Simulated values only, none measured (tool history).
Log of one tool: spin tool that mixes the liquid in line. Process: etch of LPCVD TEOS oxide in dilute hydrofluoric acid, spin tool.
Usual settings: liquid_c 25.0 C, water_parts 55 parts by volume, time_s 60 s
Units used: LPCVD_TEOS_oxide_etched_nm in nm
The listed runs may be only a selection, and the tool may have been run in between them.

| run | hour | liquid_c | water_parts | time_s | wafers since the last listed run | hours since the thermometer was replaced | hours since the hydrofluoric acid flow meter was replaced | hours since the gauge calibration | read-back film thickness of the LPCVD TEOS oxide reference wafer, read on the same gauge (nm) | LPCVD_TEOS_oxide_etched_nm |
|---|---|---|---|---|---|---|---|---|---|---|
| 1 | 0.0 | 25.0 | 55 | 60 | 0 | 992.4 | 822.3 | 58.0 | 110.00 | 42.15 |
| 2 | 17.1 | 25.0 | 55 | 60 | 301 | 1009.5 | 839.4 | 75.1 | 110.02 | 42.47 |
| 3 | 24.0 | 25.0 | 55 | 60 | 121 | 1016.4 | 846.3 | 82.0 | 109.98 | 42.41 |
| 4 | 33.2 | 25.0 | 75 | 60 | 162 | 1025.6 | 855.5 | 91.2 | 110.01 | 30.29 |
| 5 | 41.4 | 25.0 | 75 | 60 | 144 | 1033.8 | 863.7 | 99.4 | 109.98 | 30.26 |
| 6 | 58.7 | 25.0 | 75 | 60 | 305 | 1051.1 | 881.0 | 116.7 | 110.00 | 30.40 |
| 7 | 65.1 | 27.0 | 55 | 60 | 112 | 1057.5 | 887.4 | 123.1 | 109.99 | 46.12 |
| 8 | 79.5 | 25.0 | 55 | 60 | 254 | 1071.9 | 901.8 | 137.5 | 109.98 | 42.48 |
| 9 | 89.4 | 25.0 | 55 | 60 | 174 | 1081.8 | 911.7 | 147.4 | 110.01 | 42.90 |
| 10 | 106.7 | 25.0 | 55 | 60 | 305 | 1099.1 | 929.0 | 164.7 | 110.04 | 42.62 |
|  | 145.8 | thermometer replaced |
| 11 | 150.6 | 25.0 | 55 | 60 | 757 | 4.8 | 972.9 | 208.6 | 110.01 | 42.72 |
| 12 | 166.5 | 25.0 | 55 | 60 | 280 | 20.7 | 988.8 | 224.5 | 110.02 | 43.13 |
| 13 | 173.8 | 25.0 | 55 | 50 | 128 | 28.0 | 996.1 | 231.8 | 109.99 | 35.70 |
| 14 | 184.3 | 25.0 | 55 | 50 | 185 | 38.5 | 1006.6 | 242.3 | 110.02 | 35.89 |
| 15 | 199.2 | 22.5 | 55 | 80 | 263 | 53.4 | 1021.5 | 257.2 | 109.99 | 51.93 |
| 16 | 212.0 | 28.0 | 55 | 75 | 225 | 66.2 | 1034.3 | 270.0 | 110.02 | 60.66 |
| 17 | 219.3 | 28.0 | 35 | 90 | 128 | 73.5 | 1041.6 | 277.3 | 109.98 | 117.47 |
| 18 | 229.8 | 25.0 | 55 | 60 | 185 | 84.0 | 1052.1 | 287.8 | 109.98 | 43.25 |
| 19 | 236.2 | 25.0 | 55 | 60 | 112 | 90.4 | 1058.5 | 294.2 | 109.97 | 43.19 |
| 20 | 249.2 | 27.5 | 65 | 25 | 229 | 103.4 | 1071.5 | 307.2 | 110.00 | 16.49 |
| 21 | 259.9 | 25.0 | 55 | 45 | 188 | 114.1 | 1082.2 | 317.9 | 110.02 | 32.38 |
| 22 | 274.1 | 23.5 | 30 | 45 | 250 | 128.3 | 1096.4 | 332.1 | 109.97 | 58.20 |
|  | 278.5 | hydrofluoric acid flow meter replaced |
| 23 | 289.4 | 26.5 | 55 | 45 | 252 | 143.6 | 10.9 | 347.4 | 110.01 | 30.32 |
|  | 298.8 | gauge calibrated |
| 24 | 304.4 | 25.0 | 55 | 60 | 264 | 158.6 | 25.9 | 5.6 | 110.02 | 38.40 |
| 25 | 321.2 | 25.0 | 55 | 60 | 296 | 175.4 | 42.7 | 22.4 | 110.01 | 38.84 |
| 26 | 336.8 | 25.0 | 55 | 60 | 275 | 191.0 | 58.3 | 38.0 | 109.99 | 38.55 |
| 27 | 382.1 | 25.0 | 55 | 60 | 799 | 236.3 | 103.6 | 83.3 | 109.98 | 38.29 |
| 28 | 388.5 | 25.0 | 55 | 70 | 112 | 242.7 | 110.0 | 89.7 | 109.98 | 45.00 |
| 29 | 402.2 | 25.0 | 30 | 60 | 241 | 256.4 | 123.7 | 103.4 | 109.98 | 73.29 |

State the hidden condition of the tool at each of the runs:
liquid colder than its thermometer reads (K): 0 on each run
gauge reads high (%): 0 on each run
H1: hydrofluoric acid flow above the setpoint (%)
| run | H1 |
|---|---|
| 1 | 10.5 |
| 2 | 10.7 |
| 3 | 10.8 |
| 4 | 10.9 |
| 5 | 11 |
| 6 | 11.2 |
| 7 | 11.3 |
| 8 | 11.4 |
| 9 | 11.5 |
| 10 | 11.7 |
| 11 | 12.2 |
| 12 | 12.4 |
| 13 | 12.5 |
| 14 | 12.6 |
| 15 | 12.7 |
| 16 | 12.9 |
| 17 | 13 |
| 18 | 13.1 |
| 19 | 13.2 |
| 20 | 13.3 |
| 21 | 13.4 |
| 22 | 13.6 |
| 23 | 0.479 |
| 24 | 0.646 |
| 25 | 0.832 |
| 26 | 1.01 |
| 27 | 1.51 |
| 28 | 1.58 |
| 29 | 1.73 |
